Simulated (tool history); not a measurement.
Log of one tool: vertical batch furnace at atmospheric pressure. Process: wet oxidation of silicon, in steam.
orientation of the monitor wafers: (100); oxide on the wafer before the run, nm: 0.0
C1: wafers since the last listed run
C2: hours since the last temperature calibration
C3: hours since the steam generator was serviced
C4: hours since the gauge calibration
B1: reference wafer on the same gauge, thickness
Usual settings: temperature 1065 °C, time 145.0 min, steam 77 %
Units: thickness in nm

Run 1, hour 0.0: usual settings; C1 0; C2 2135.3; C3 440.1; C4 1118.5; B1 759.67. Result: thickness 803.67 nm.
Run 2, hour 111.0: usual settings; C1 1670; C2 2246.3; C3 551.1; C4 1229.5; B1 760.49. Result: thickness 800.69 nm.
Run 3, hour 180.4: usual settings; C1 1044; C2 2315.7; C3 620.5; C4 1298.9; B1 760.46. Result: thickness 798.16 nm.
Run 4, hour 241.7: usual settings but temperature 1048 °C, steam 68 %; C1 922; C2 2377.0; C3 681.8; C4 1360.2; B1 759.48. Result: thickness 691.44 nm.
Run 5, hour 329.0: usual settings but temperature 1048 °C, steam 68 %; C1 1314; C2 2464.3; C3 769.1; C4 1447.5; B1 759.57. Result: thickness 684.98 nm.
Run 6, hour 402.5: usual settings but temperature 1051 °C, steam 69 %; C1 1106; C2 2537.8; C3 842.6; C4 1521.0; B1 761.19. Result: thickness 696.72 nm.
Run 7, hour 476.4: usual settings but temperature 1051 °C, steam 69 %; C1 1112; C2 2611.7; C3 916.5; C4 1594.9; B1 760.75. Result: thickness 697.30 nm.
Run 8, hour 573.5: usual settings; C1 1461; C2 2708.8; C3 1013.6; C4 1692.0; B1 760.78. Result: thickness 791.41 nm.
At hour 607.8: gauge calibrated.
Run 9, hour 616.2: usual settings; C1 642; C2 2751.5; C3 1056.3; C4 8.4; B1 759.35. Result: thickness 790.35 nm.
At hour 645.2: thermocouples replaced and temperature profile calibrated.
Run 10, hour 670.4: usual settings but temperature 1055 °C; C1 454; C2 25.2; C3 1110.5; C4 62.6; B1 760.16. Result: thickness 753.45 nm.
Run 11, hour 725.8: usual settings but temperature 1055 °C; C1 833; C2 80.6; C3 1165.9; C4 118.0; B1 759.43. Result: thickness 757.90 nm.
Run 12, hour 824.0: usual settings but temperature 1051 °C, time 97.0 min, steam 71 %; C1 1478; C2 178.8; C3 1264.1; C4 216.2; B1 760.27. Result: thickness 555.78 nm.
Run 13, hour 915.6: usual settings but temperature 1073 °C, time 126.5 min, steam 84 %; C1 1378; C2 270.4; C3 1355.7; C4 307.8; B1 759.87. Result: thickness 779.36 nm.
Run 14, hour 981.1: usual settings but time 124.0 min; C1 985; C2 335.9; C3 1421.2; C4 373.3; B1 759.70. Result: thickness 712.45 nm.
At hour 1040.7: steam generator serviced.
Run 15, hour 1041.2: usual settings; C1 543; C2 396.0; C3 0.5; C4 433.4; B1 761.18. Result: thickness 796.60 nm.
Run 16, hour 1219.6: usual settings but temperature 1075 °C, time 209.0 min, steam 69 %; C1 2685; C2 574.4; C3 178.9; C4 611.8; B1 759.23. Result: thickness 956.25 nm.
Run 17, hour 1291.9: usual settings but time 210.5 min; C1 1088; C2 646.7; C3 251.2; C4 684.1; B1 760.79. Result: thickness 986.44 nm.
Run 18, hour 1360.0: usual settings; C1 1025; C2 714.8; C3 319.3; C4 752.2; B1 760.87. Result: thickness 793.11 nm.
Run 19, hour 1441.0: usual settings but temperature 1074 °C, steam 69 %; C1 1219; C2 795.8; C3 400.3; C4 833.2; B1 761.12. Result: thickness 778.96 nm.
Run 20, hour 1499.6: usual settings but temperature 1040 °C, steam 84 %; C1 882; C2 854.4; C3 458.9; C4 891.8; B1 760.40. Result: thickness 744.17 nm.
Run 21, hour 1540.1: usual settings; C1 609; C2 894.9; C3 499.4; C4 932.3; B1 761.03. Result: thickness 789.82 nm.
Run 22, hour 1637.1: usual settings but temperature 1081 °C, time 205.5 min; C1 1460; C2 991.9; C3 596.4; C4 1029.3; B1 760.30. Result: thickness 1024.48 nm.
Run 23, hour 1719.1: usual settings but temperature 1054 °C, time 185.0 min; C1 1234; C2 1073.9; C3 678.4; C4 1111.3; B1 760.38. Result: thickness 869.81 nm.

Some steps in thickness between neighbouring runs. How much of each would the tool show without its hidden state too (settings, what came in, random variation), and how much is left for the hidden state, with any gauge scatter that isn't in both results?
The hidden state here: true tube temperature minus thermocouple reading, K; steam share off its setpoint, % of the setpoint; gauge reads high (%).
Run 12 -> 13: temperature 1051 -> 1073, time 97.0 -> 126.5, steam 71 -> 84. thickness +223.58 nm: hidden state -6.72, all else +230.30.
Run 14 -> 15: time 124.0 -> 145.0, steam generator serviced. thickness +84.15 nm: hidden state +14.88, all else +69.27.
Run 21 -> 22: temperature 1065 -> 1081, time 145.0 -> 205.5. thickness +234.66 nm: hidden state -3.43, all else +238.09.
